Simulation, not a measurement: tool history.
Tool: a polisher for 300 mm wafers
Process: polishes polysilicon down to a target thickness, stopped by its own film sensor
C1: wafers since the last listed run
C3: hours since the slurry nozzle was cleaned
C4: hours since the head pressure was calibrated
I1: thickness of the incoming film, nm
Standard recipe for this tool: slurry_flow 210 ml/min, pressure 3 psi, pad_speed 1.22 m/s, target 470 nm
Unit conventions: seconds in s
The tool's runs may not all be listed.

Run 1, hour 0: usual settings; C1 0; wafers polished on this pad 1386; C3 322.4; C4 54; I1 1022.9. Result: seconds 53.4 s.
At hour 13.6: worn pad replaced by a new one.
Run 2, hour 24.3: usual settings; C1 180; wafers polished on this pad 95; C3 346.7; C4 78.3; I1 1006.7. Result: seconds 50.7 s.
At hour 27: slurry nozzle cleaned.
Run 3, hour 48.7: usual settings; C1 208; wafers polished on this pad 303; C3 21.7; C4 102.7; I1 994.2. Result: seconds 44.7 s.
Run 4, hour 76.2: usual settings; C1 244; wafers polished on this pad 548; C3 49.2; C4 130.2; I1 1004. Result: seconds 46.5 s.
Run 5, hour 101.3: usual settings; C1 223; wafers polished on this pad 771; C3 74.3; C4 155.3; I1 999.9. Result: seconds 45.9 s.
Run 6, hour 136.1: usual settings but pressure 3.5 psi, pad_speed 1.36 m/s; C1 309; wafers polished on this pad 1081; C3 109.1; C4 190.1; I1 1004.9. Result: seconds 38.6 s.
Run 7, hour 169.9: usual settings but pressure 3.5 psi, pad_speed 1.36 m/s; C1 300; wafers polished on this pad 1382; C3 142.9; C4 223.9; I1 1011.7. Result: seconds 38.3 s.
At hour 179.3: worn pad replaced by a new one.
Run 8, hour 182.4: usual settings but slurry_flow 240 ml/min, pad_speed 1.1 m/s; C1 75; wafers polished on this pad 27; C3 155.4; C4 236.4; I1 999.1. Result: seconds 49.1 s.
Run 9, hour 210.4: usual settings but slurry_flow 240 ml/min, pad_speed 1.1 m/s; C1 249; wafers polished on this pad 277; C3 183.4; C4 264.4; I1 1002.3. Result: seconds 50.1 s.
Run 10, hour 243.1: usual settings but pressure 2.5 psi; C1 291; wafers polished on this pad 568; C3 216.1; C4 297.1; I1 989.5. Result: seconds 53.7 s.
Run 11, hour 277.5: usual settings but pressure 2.5 psi; C1 306; wafers polished on this pad 874; C3 250.5; C4 331.5; I1 1013.7. Result: seconds 57 s.
Run 12, hour 311.1: usual settings but pressure 2.5 psi; C1 299; wafers polished on this pad 1173; C3 284.1; C4 365.1; I1 985.7. Result: seconds 54.7 s.
Run 13, hour 327.3: usual settings; C1 144; wafers polished on this pad 1318; C3 300.3; C4 381.3; I1 995. Result: seconds 50.4 s.
At hour 371.9: worn pad replaced by a new one.
Run 14, hour 402.2: usual settings; C1 631; wafers polished on this pad 269; C3 375.2; C4 456.2; I1 988.3. Result: seconds 49.2 s.
Run 15, hour 414.3: usual settings; C1 107; wafers polished on this pad 377; C3 387.3; C4 468.3; I1 1010.4. Result: seconds 52.3 s.
At hour 415.6: slurry nozzle cleaned.
Run 16, hour 431.6: usual settings but pressure 2.5 psi, pad_speed 0.92 m/s; C1 145; wafers polished on this pad 522; C3 16; C4 485.6; I1 993.3. Result: seconds 71.1 s.
Run 17, hour 460.2: usual settings; C1 254; wafers polished on this pad 777; C3 44.6; C4 514.2; I1 998.8. Result: seconds 47 s.
Run 18, hour 483.2: usual settings but slurry_flow 155 ml/min, pad_speed 1.36 m/s; C1 204; wafers polished on this pad 982; C3 67.6; C4 537.2; I1 1007.1. Result: seconds 44.7 s.
At hour 558.6: worn pad replaced by a new one.
At hour 560.1: head pressure recalibrated.
Run 19, hour 586.6: usual settings; C1 871; wafers polished on this pad 235; C3 171; C4 26.5; I1 987.8. Result: seconds 44.2 s.

What does the tool deliver on the next run?
Run 20, hour 612.9: usual settings but pad_speed 0.94 m/s; C1 234; wafers polished on this pad 470; C3 197.3; C4 52.8; I1 989.6. Result: seconds ?.

{"run 20": {"seconds": 56.6}}
The same run, on a tool lacking any hidden state, would have yielded seconds 54.9 s.
